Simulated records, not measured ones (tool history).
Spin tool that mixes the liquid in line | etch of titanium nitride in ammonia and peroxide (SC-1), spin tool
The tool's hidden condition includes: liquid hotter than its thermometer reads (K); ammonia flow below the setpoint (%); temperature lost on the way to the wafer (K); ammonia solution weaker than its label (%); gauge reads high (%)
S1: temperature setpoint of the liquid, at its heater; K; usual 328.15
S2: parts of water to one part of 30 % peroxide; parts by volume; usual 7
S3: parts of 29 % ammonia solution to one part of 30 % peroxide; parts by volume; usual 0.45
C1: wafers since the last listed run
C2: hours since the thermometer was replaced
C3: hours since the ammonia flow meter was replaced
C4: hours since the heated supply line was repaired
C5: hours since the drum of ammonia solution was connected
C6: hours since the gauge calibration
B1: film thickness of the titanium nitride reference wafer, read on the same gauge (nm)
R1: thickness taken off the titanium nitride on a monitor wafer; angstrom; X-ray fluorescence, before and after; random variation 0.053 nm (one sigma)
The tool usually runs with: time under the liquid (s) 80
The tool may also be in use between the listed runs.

{"run": 1, "hour": 0.0, "S1": 328.15, "S2": 7, "S3": 0.45, "time under the liquid (s)": 80, "C1": 0, "C2": 1925.2, "C3": 854.5, "C4": 2161.1, "C5": 653.6, "C6": 179.2, "B1": 99.98, "R1": 70.2}
{"run": 2, "hour": 27.5, "S1": 328.15, "S2": 7, "S3": 0.45, "time under the liquid (s)": 80, "C1": 333, "C2": 1952.7, "C3": 882, "C4": 2188.6, "C5": 681.1, "C6": 206.7, "B1": 99.98, "R1": 70.2}
{"run": 3, "hour": 49.6, "S1": 328.15, "S2": 7, "S3": 0.45, "time under the liquid (s)": 80, "C1": 268, "C2": 1974.8, "C3": 904.1, "C4": 2210.7, "C5": 703.2, "C6": 228.8, "B1": 100.01, "R1": 70.3}
{"hour": 82.1, "done": "thermometer replaced"}
{"run": 4, "hour": 84.3, "S1": 323.15, "S2": 7, "S3": 0.45, "time under the liquid (s)": 80, "C1": 409, "C2": 2.2, "C3": 938.8, "C4": 2245.4, "C5": 737.9, "C6": 263.5, "B1": 99.99, "R1": 49.6}
{"run": 5, "hour": 103.9, "S1": 323.15, "S2": 7, "S3": 0.45, "time under the liquid (s)": 80, "C1": 237, "C2": 21.8, "C3": 958.4, "C4": 2265, "C5": 757.5, "C6": 283.1, "B1": 100, "R1": 49}
{"run": 6, "hour": 130.7, "S1": 328.15, "S2": 7, "S3": 0.4, "time under the liquid (s)": 80, "C1": 325, "C2": 48.6, "C3": 985.2, "C4": 2291.8, "C5": 784.3, "C6": 309.9, "B1": 100.01, "R1": 68}
{"hour": 135.8, "done": "ammonia flow meter replaced"}
{"run": 7, "hour": 144.2, "S1": 328.15, "S2": 7, "S3": 0.45, "time under the liquid (s)": 80, "C1": 151, "C2": 62.1, "C3": 8.4, "C4": 2305.3, "C5": 797.8, "C6": 323.4, "B1": 100.01, "R1": 69.3}
{"run": 8, "hour": 172.2, "S1": 328.15, "S2": 7, "S3": 0.45, "time under the liquid (s)": 80, "C1": 339, "C2": 90.1, "C3": 36.4, "C4": 2333.3, "C5": 825.8, "C6": 351.4, "B1": 100.01, "R1": 69}
{"run": 9, "hour": 187.0, "S1": 328.15, "S2": 7, "S3": 0.45, "time under the liquid (s)": 80, "C1": 179, "C2": 104.9, "C3": 51.2, "C4": 2348.1, "C5": 840.6, "C6": 366.2, "B1": 100, "R1": 68.8}
{"run": 10, "hour": 213.3, "S1": 318.65, "S2": 7, "S3": 0.4, "time under the liquid (s)": 80, "C1": 319, "C2": 131.2, "C3": 77.5, "C4": 2374.4, "C5": 866.9, "C6": 392.5, "B1": 100, "R1": 34.6}
{"run": 11, "hour": 234.1, "S1": 332.15, "S2": 7, "S3": 0.5, "time under the liquid (s)": 80, "C1": 252, "C2": 152, "C3": 98.3, "C4": 2395.2, "C5": 887.7, "C6": 413.3, "B1": 100, "R1": 92.2}
{"run": 12, "hour": 258.8, "S1": 328.15, "S2": 7, "S3": 0.45, "time under the liquid (s)": 80, "C1": 299, "C2": 176.7, "C3": 123, "C4": 2419.9, "C5": 912.4, "C6": 438, "B1": 100.02, "R1": 67.9}
{"run": 13, "hour": 285.7, "S1": 328.15, "S2": 7, "S3": 0.45, "time under the liquid (s)": 80, "C1": 326, "C2": 203.6, "C3": 149.9, "C4": 2446.8, "C5": 939.3, "C6": 464.9, "B1": 99.98, "R1": 69.5}
{"hour": 296.9, "done": "new drum of ammonia solution connected"}
{"run": 14, "hour": 313.3, "S1": 328.15, "S2": 10, "S3": 0.45, "time under the liquid (s)": 65, "C1": 322, "C2": 231.2, "C3": 177.5, "C4": 2474.4, "C5": 16.4, "C6": 492.5, "B1": 99.98, "R1": 46.1}
{"hour": 330.7, "done": "gauge calibrated"}
{"run": 15, "hour": 341.9, "S1": 328.15, "S2": 7, "S3": 0.45, "time under the liquid (s)": 80, "C1": 347, "C2": 259.8, "C3": 206.1, "C4": 2503, "C5": 45, "C6": 11.2, "B1": 100, "R1": 69.1}
{"run": 16, "hour": 360.6, "S1": 332.15, "S2": 7, "S3": 0.5, "time under the liquid (s)": 80, "C1": 227, "C2": 278.5, "C3": 224.8, "C4": 2521.7, "C5": 63.7, "C6": 29.9, "B1": 99.99, "R1": 90.9}
{"run": 17, "hour": 375.4, "S1": 322.15, "S2": 7, "S3": 0.4, "time under the liquid (s)": 95, "C1": 179, "C2": 293.3, "C3": 239.6, "C4": 2536.5, "C5": 78.5, "C6": 44.7, "B1": 100.02, "R1": 52}
{"hour": 397.7, "done": "heated supply line repaired"}
{"run": 18, "hour": 401.7, "S1": 322.15, "S2": 7, "S3": 0.45, "time under the liquid (s)": 80, "C1": 307, "C2": 319.6, "C3": 265.9, "C4": 4, "C5": 104.8, "C6": 71, "B1": 100, "R1": 53.5}
{"run": 19, "hour": 427.3, "S1": 328.15, "S2": 7, "S3": 0.45, "time under the liquid (s)": 80, "C1": 310, "C2": 345.2, "C3": 291.5, "C4": 29.6, "C5": 130.4, "C6": 96.6, "B1": 100.01, "R1": 80.9}
{"run": 20, "hour": 462.8, "S1": 328.15, "S2": 5, "S3": 0.35, "time under the liquid (s)": 95, "C1": 431, "C2": 380.7, "C3": 327, "C4": 65.1, "C5": 165.9, "C6": 132.1, "B1": 99.99, "R1": 107.4}
{"run": 21, "hour": 483.2, "S1": 328.15, "S2": 7, "S3": 0.45, "time under the liquid (s)": 45, "C1": 247, "C2": 401.1, "C3": 347.4, "C4": 85.5, "C5": 186.3, "C6": 152.5, "B1": 100, "R1": 45.5}
{"run": 22, "hour": 587.5, "S1": 328.15, "S2": 5.5, "S3": 0.5, "time under the liquid (s)": 80, "C1": 1266, "C2": 505.4, "C3": 451.7, "C4": 189.8, "C5": 290.6, "C6": 256.8, "B1": 100, "R1": 92.3}
{"run": 23, "hour": 602.4, "S1": 328.15, "S2": 5, "S3": 0.45, "time under the liquid (s)": 120, "C1": 180, "C2": 520.3, "C3": 466.6, "C4": 204.7, "C5": 305.5, "C6": 271.7, "B1": 100, "R1": 143.2}

Here are 5 independent what-if runs from the current tool condition. What would each one return?
{"run": "A", "hour": 602.8, "S1": 328.15, "S2": 7, "S3": 0.45, "time under the liquid (s)": 80, "C1": 4, "C2": 520.7, "C3": 467, "C4": 205.1, "C5": 305.9, "C6": 272.1, "B1": "?", "R1": "?"}
{"run": "B", "hour": 602.8, "S1": 320.15, "S2": 6, "S3": 0.45, "time under the liquid (s)": 110, "C1": 4, "C2": 520.7, "C3": 467, "C4": 205.1, "C5": 305.9, "C6": 272.1, "B1": "?", "R1": "?"}
{"run": "C", "hour": 602.8, "S1": 328.15, "S2": 8, "S3": 0.45, "time under the liquid (s)": 80, "C1": 4, "C2": 520.7, "C3": 467, "C4": 205.1, "C5": 305.9, "C6": 272.1, "B1": "?", "R1": "?"}
{"run": "D", "hour": 602.8, "S1": 323.65, "S2": 9.5, "S3": 0.45, "time under the liquid (s)": 80, "C1": 4, "C2": 520.7, "C3": 467, "C4": 205.1, "C5": 305.9, "C6": 272.1, "B1": "?", "R1": "?"}
{"run": "E", "hour": 602.8, "S1": 328.15, "S2": 9.5, "S3": 0.25, "time under the liquid (s)": 80, "C1": 4, "C2": 520.7, "C3": 467, "C4": 205.1, "C5": 305.9, "C6": 272.1, "B1": "?", "R1": "?"}

run=A B1=99.99 R1=79.4
run=B B1=99.99 R1=67.5
run=C B1=99.99 R1=74.2
run=D B1=99.99 R1=49.9
run=E B1=99.99 R1=61.1
Without the tool's unlogged condition, the same runs would have read:
run=A R1=82.7
run=B R1=70.5
run=C R1=77.3
run=D R1=52
run=E R1=63.6
